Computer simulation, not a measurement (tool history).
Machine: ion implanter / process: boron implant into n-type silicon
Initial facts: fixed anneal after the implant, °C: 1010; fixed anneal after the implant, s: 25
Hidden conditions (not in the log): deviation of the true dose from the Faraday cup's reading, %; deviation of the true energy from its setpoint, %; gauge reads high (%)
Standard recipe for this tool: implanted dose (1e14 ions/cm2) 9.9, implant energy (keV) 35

run	day	implanted dose (1e14 ions/cm2)	implant energy (keV)	wafers since the last listed run	hours since the last dose calibration	hours since the extraction supply was calibrated	hours since the gauge calibration	read-back reference wafer on the same gauge, sheet resistance	sheet resistance of the implanted and annealed layer (ohm/square)
1	0	9.9	25.5	0	1469.4	3767.2	914.8	93	112.4
2	2.683	9.9	25.5	1144	1533.8	3831.6	979.2	92.87	111.88
3	4.271	11.61	35	677	1571.9	3869.7	1017.3	93.04	96.79
4	8.046	9.9	35	1610	1662.5	3960.3	1107.9	92.99	110.29
5	9.558	9.9	35	645	1698.8	3996.6	1144.2	92.92	110
6	11.554	9.9	35	851	1746.7	4044.5	1192.1	93	109.93
7	15.538	9.9	35	1699	1842.3	4140.1	1287.7	93.09	109.47
8	19.717	9.9	35	1783	1942.6	4240.4	1388	92.93	110.1
9	25.079	9.9	35	2287	2071.3	4369.1	1516.7	92.98	110.13
# day 27.788: Faraday cup replaced and dose calibrated
10	28.688	9.9	27	1397	21.6	4455.7	1603.3	93	110.67
11	31.267	9.9	27	1100	83.5	4517.6	1665.2	93	109.26
12	35.008	9.9	27	1596	173.3	4607.4	1755	93.08	109.89
# day 43.688: gauge calibrated
# day 44.288: Faraday cup replaced and dose calibrated, repeated, since the last time left the tool worse
13	45.312	9.9	35	4254	24.6	4854.7	39	92.93	112.54
14	49.138	9.9	31	1631	116.4	4946.5	130.8	92.97	113.2
15	52.425	9.9	24.5	1402	195.3	5025.4	209.7	92.94	114.57
16	56.892	11.15	23.5	1905	302.5	5132.6	316.9	92.91	104.31
17	59.746	9.9	35	1217	371	5201.1	385.4	93.01	112.07
18	61.371	10.94	27.5	693	410	5240.1	424.4	93	104.9
19	62.988	9.08	28	689	448.8	5278.9	463.2	93.01	121.55
20	65.975	9.9	35	1274	520.5	5350.6	534.9	93.14	111.09

Forecast run 21:
# day 69.433: extraction supply calibrated
21	70.967	6.96	29.5	1987	640.3	36.8	654.7	?	?

Run 21 yielded read-back reference wafer on the same gauge, sheet resistance 92.94, sheet resistance of the implanted and annealed layer (ohm/square) 151.42.
With no hidden state in the tool, this same run would have given sheet resistance of the implanted and annealed layer (ohm/square) 152.93.

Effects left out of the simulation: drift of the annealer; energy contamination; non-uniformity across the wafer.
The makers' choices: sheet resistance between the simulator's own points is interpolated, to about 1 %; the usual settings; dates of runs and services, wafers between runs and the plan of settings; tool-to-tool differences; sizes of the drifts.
